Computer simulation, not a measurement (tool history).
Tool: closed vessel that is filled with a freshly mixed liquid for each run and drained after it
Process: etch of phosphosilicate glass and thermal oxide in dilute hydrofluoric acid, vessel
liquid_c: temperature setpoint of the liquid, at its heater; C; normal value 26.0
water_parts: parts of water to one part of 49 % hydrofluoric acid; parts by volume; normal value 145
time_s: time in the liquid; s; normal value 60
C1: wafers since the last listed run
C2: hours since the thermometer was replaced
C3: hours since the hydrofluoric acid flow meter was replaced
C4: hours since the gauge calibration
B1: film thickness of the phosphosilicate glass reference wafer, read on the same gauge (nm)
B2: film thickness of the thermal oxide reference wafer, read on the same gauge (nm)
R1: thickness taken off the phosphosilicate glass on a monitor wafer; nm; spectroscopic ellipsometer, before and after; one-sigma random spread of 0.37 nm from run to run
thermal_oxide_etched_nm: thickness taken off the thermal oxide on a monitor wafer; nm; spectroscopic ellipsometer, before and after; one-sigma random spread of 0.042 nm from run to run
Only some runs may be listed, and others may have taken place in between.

run 1 hour=0.0 | liquid_c=23.0 water_parts=145 time_s=60 | C1=0 C2=1832.0 C3=72.6 C4=112.5 | B1=140.01 B2=120.063 | R1=66.41 thermal_oxide_etched_nm=1.906
run 2 hour=37.7 | liquid_c=23.0 water_parts=145 time_s=60 | C1=5420 C2=1869.7 C3=110.3 C4=150.2 | B1=140.04 B2=119.996 | R1=66.19 thermal_oxide_etched_nm=1.921
run 3 hour=89.3 | liquid_c=23.0 water_parts=145 time_s=60 | C1=7418 C2=1921.3 C3=161.9 C4=201.8 | B1=140.00 B2=120.017 | R1=66.50 thermal_oxide_etched_nm=1.940
run 4 hour=136.7 | liquid_c=26.0 water_parts=115 time_s=60 | C1=6815 C2=1968.7 C3=209.3 C4=249.2 | B1=140.01 B2=120.015 | R1=97.90 thermal_oxide_etched_nm=2.914
run 5 hour=193.9 | liquid_c=26.0 water_parts=115 time_s=60 | C1=8224 C2=2025.9 C3=266.5 C4=306.4 | B1=140.00 B2=120.033 | R1=96.67 thermal_oxide_etched_nm=2.827
run 6 hour=264.1 | liquid_c=26.0 water_parts=145 time_s=60 | C1=10093 C2=2096.1 C3=336.7 C4=376.6 | B1=139.94 B2=120.015 | R1=74.29 thermal_oxide_etched_nm=2.170
run 7 hour=307.8 | liquid_c=26.0 water_parts=145 time_s=60 | C1=6283 C2=2139.8 C3=380.4 C4=420.3 | B1=140.03 B2=120.001 | R1=74.88 thermal_oxide_etched_nm=2.162
run 8 hour=348.8 | liquid_c=28.0 water_parts=145 time_s=60 | C1=5894 C2=2180.8 C3=421.4 C4=461.3 | B1=139.96 B2=120.008 | R1=80.91 thermal_oxide_etched_nm=2.429
run 9 hour=376.8 | liquid_c=28.0 water_parts=145 time_s=60 | C1=4025 C2=2208.8 C3=449.4 C4=489.3 | B1=139.99 B2=120.044 | R1=81.78 thermal_oxide_etched_nm=2.495
run 10 hour=448.3 | liquid_c=21.5 water_parts=200 time_s=90 | C1=10280 C2=2280.3 C3=520.9 C4=560.8 | B1=139.98 B2=119.997 | R1=66.32 thermal_oxide_etched_nm=1.927
run 11 hour=531.4 | liquid_c=26.0 water_parts=145 time_s=60 | C1=11947 C2=2363.4 C3=604.0 C4=643.9 | B1=140.00 B2=120.002 | R1=76.44 thermal_oxide_etched_nm=2.333
run 12 hour=570.8 | liquid_c=26.0 water_parts=145 time_s=80 | C1=5664 C2=2402.8 C3=643.4 C4=683.3 | B1=140.01 B2=119.979 | R1=102.58 thermal_oxide_etched_nm=2.985
-- hour=619.5 thermometer replaced
-- hour=637.6 gauge calibrated
run 13 hour=639.5 | liquid_c=26.0 water_parts=145 time_s=60 | C1=9733 C2=20.0 C3=712.1 C4=1.9 | B1=140.00 B2=120.066 | R1=77.73 thermal_oxide_etched_nm=2.273
run 14 hour=666.4 | liquid_c=26.0 water_parts=100 time_s=60 | C1=3867 C2=46.9 C3=739.0 C4=28.8 | B1=139.99 B2=120.025 | R1=118.20 thermal_oxide_etched_nm=3.434
run 15 hour=709.9 | liquid_c=30.5 water_parts=205 time_s=60 | C1=6254 C2=90.4 C3=782.5 C4=72.3 | B1=139.99 B2=119.980 | R1=60.59 thermal_oxide_etched_nm=1.758
-- hour=715.9 hydrofluoric acid flow meter replaced
run 16 hour=774.5 | liquid_c=23.5 water_parts=185 time_s=45 | C1=9144 C2=155.0 C3=58.6 C4=136.9 | B1=140.00 B2=120.014 | R1=37.80 thermal_oxide_etched_nm=1.068
run 17 hour=835.7 | liquid_c=24.5 water_parts=170 time_s=50 | C1=8799 C2=216.2 C3=119.8 C4=198.1 | B1=140.01 B2=120.020 | R1=48.39 thermal_oxide_etched_nm=1.468
run 18 hour=893.1 | liquid_c=26.0 water_parts=145 time_s=60 | C1=8252 C2=273.6 C3=177.2 C4=255.5 | B1=139.99 B2=119.973 | R1=75.12 thermal_oxide_etched_nm=2.141
run 19 hour=946.9 | liquid_c=26.0 water_parts=145 time_s=60 | C1=7735 C2=327.4 C3=231.0 C4=309.3 | B1=140.01 B2=119.991 | R1=74.75 thermal_oxide_etched_nm=2.269

Run-by-run hidden state of the tool:
liquid colder than its thermometer reads (K): 0 at every run
gauge reads high (%): 0 at every run
H1: hydrofluoric acid flow above the setpoint (%)
run=1 H1=0.522
run=2 H1=0.787
run=3 H1=1.15
run=4 H1=1.48
run=5 H1=1.88
run=6 H1=2.38
run=7 H1=2.68
run=8 H1=2.97
run=9 H1=3.17
run=10 H1=3.67
run=11 H1=4.26
run=12 H1=4.53
run=13 H1=5.01
run=14 H1=5.2
run=15 H1=5.51
run=16 H1=0.809
run=17 H1=1.24
run=18 H1=1.64
run=19 H1=2.02
